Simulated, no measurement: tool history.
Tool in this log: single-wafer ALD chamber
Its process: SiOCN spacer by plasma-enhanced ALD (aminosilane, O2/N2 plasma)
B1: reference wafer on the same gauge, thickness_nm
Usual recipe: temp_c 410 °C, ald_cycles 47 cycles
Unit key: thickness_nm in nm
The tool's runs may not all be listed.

{"run": 1, "day": 0.0, "temp_c": 410, "ald_cycles": 47, "B1": 3.019, "thickness_nm": 2.692}
{"run": 2, "day": 0.967, "temp_c": 410, "ald_cycles": 47, "B1": 3.017, "thickness_nm": 2.698}
{"run": 3, "day": 1.617, "temp_c": 419, "ald_cycles": 41, "B1": 3.019, "thickness_nm": 2.282}
{"run": 4, "day": 2.292, "temp_c": 419, "ald_cycles": 41, "B1": 3.021, "thickness_nm": 2.28}
{"run": 5, "day": 3.104, "temp_c": 410, "ald_cycles": 47, "B1": 3.021, "thickness_nm": 2.702}
{"run": 6, "day": 4.208, "temp_c": 410, "ald_cycles": 47, "B1": 3.021, "thickness_nm": 2.703}
{"run": 7, "day": 5.25, "temp_c": 410, "ald_cycles": 47, "B1": 3.02, "thickness_nm": 2.702}
{"run": 8, "day": 6.038, "temp_c": 410, "ald_cycles": 47, "B1": 3.022, "thickness_nm": 2.696}
{"run": 9, "day": 6.612, "temp_c": 410, "ald_cycles": 47, "B1": 3.02, "thickness_nm": 2.689}
{"run": 10, "day": 7.946, "temp_c": 410, "ald_cycles": 47, "B1": 3.023, "thickness_nm": 2.694}
{"run": 11, "day": 8.562, "temp_c": 410, "ald_cycles": 47, "B1": 3.02, "thickness_nm": 2.694}
{"day": 9.142, "done": "thermocouple changed; heater temperature recalibrated"}
{"run": 12, "day": 9.733, "temp_c": 400, "ald_cycles": 47, "B1": 3.02, "thickness_nm": 2.778}
{"run": 13, "day": 12.154, "temp_c": 410, "ald_cycles": 47, "B1": 3.022, "thickness_nm": 2.686}
{"run": 14, "day": 13.488, "temp_c": 410, "ald_cycles": 47, "B1": 3.02, "thickness_nm": 2.687}

Run 15 has not been measured yet. What should we expect?
{"run": 15, "day": 14.0, "temp_c": 410, "ald_cycles": 47, "B1": "?", "thickness_nm": "?"}

B1: 3.021
thickness_nm: 2.704 nm
Minus the tool's unlogged condition, the same run would have read thickness_nm 2.704 nm.

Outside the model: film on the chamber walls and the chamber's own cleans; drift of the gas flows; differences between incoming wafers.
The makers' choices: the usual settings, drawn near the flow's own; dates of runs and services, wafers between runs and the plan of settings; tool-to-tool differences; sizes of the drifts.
